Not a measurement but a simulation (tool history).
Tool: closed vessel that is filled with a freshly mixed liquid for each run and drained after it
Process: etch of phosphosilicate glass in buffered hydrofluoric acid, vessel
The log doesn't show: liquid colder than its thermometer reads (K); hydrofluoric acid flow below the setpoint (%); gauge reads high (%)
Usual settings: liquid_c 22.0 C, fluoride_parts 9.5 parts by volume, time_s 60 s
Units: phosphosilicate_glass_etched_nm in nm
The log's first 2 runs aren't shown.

run	hour	liquid_c	fluoride_parts	time_s	wafers since the last listed run	hours since the thermometer was replaced	hours since the hydrofluoric acid flow meter was replaced	hours since the gauge calibration	read-back film thickness of the phosphosilicate glass reference wafer, read on the same gauge (nm)	phosphosilicate_glass_etched_nm
3	90.9	19.0	9.5	60	4618	2692.9	446.5	1143.2	30.03	151.99
4	154.9	18.0	9.5	60	6510	2756.9	510.5	1207.2	30.01	145.74
5	228.6	18.0	9.5	60	7496	2830.6	584.2	1280.9	30.00	144.70
6	279.4	22.0	9.5	60	5167	2881.4	635.0	1331.7	29.98	176.63
7	366.0	22.0	9.5	60	8809	2968.0	721.6	1418.3	29.99	176.71
# hour 405.4: thermometer replaced
8	471.7	22.0	13.0	75	10650	66.3	827.3	1524.0	30.02	160.11
9	522.9	19.5	5.5	40	5208	117.5	878.5	1575.2	30.04	167.91
# hour 587.6: hydrofluoric acid flow meter replaced
10	598.4	22.0	6.5	40	7578	193.0	10.8	1650.7	30.01	183.90
11	696.5	23.5	10.5	30	9979	291.1	108.9	1748.8	29.96	92.26
12	748.1	22.0	9.5	60	5248	342.7	160.5	1800.4	30.00	186.67
13	828.2	25.5	6.0	60	8148	422.8	240.6	1880.5	29.99	344.07
14	900.4	22.0	8.0	60	7344	495.0	312.8	1952.7	29.99	212.18
15	947.0	22.0	6.0	40	4740	541.6	359.4	1999.3	30.03	185.11
16	1004.2	22.0	9.5	45	5818	598.8	416.6	2056.5	30.01	135.96

The next listed run, before its measurement:
17	1072.7	19.5	5.5	40	6968	667.3	485.1	2125.0	?	?

Run 17 gave read-back film thickness of the phosphosilicate glass reference wafer, read on the same gauge (nm) 29.96, phosphosilicate_glass_etched_nm 172.29 nm.
Without the tool's hidden state the same run would have given phosphosilicate_glass_etched_nm 183.28 nm.
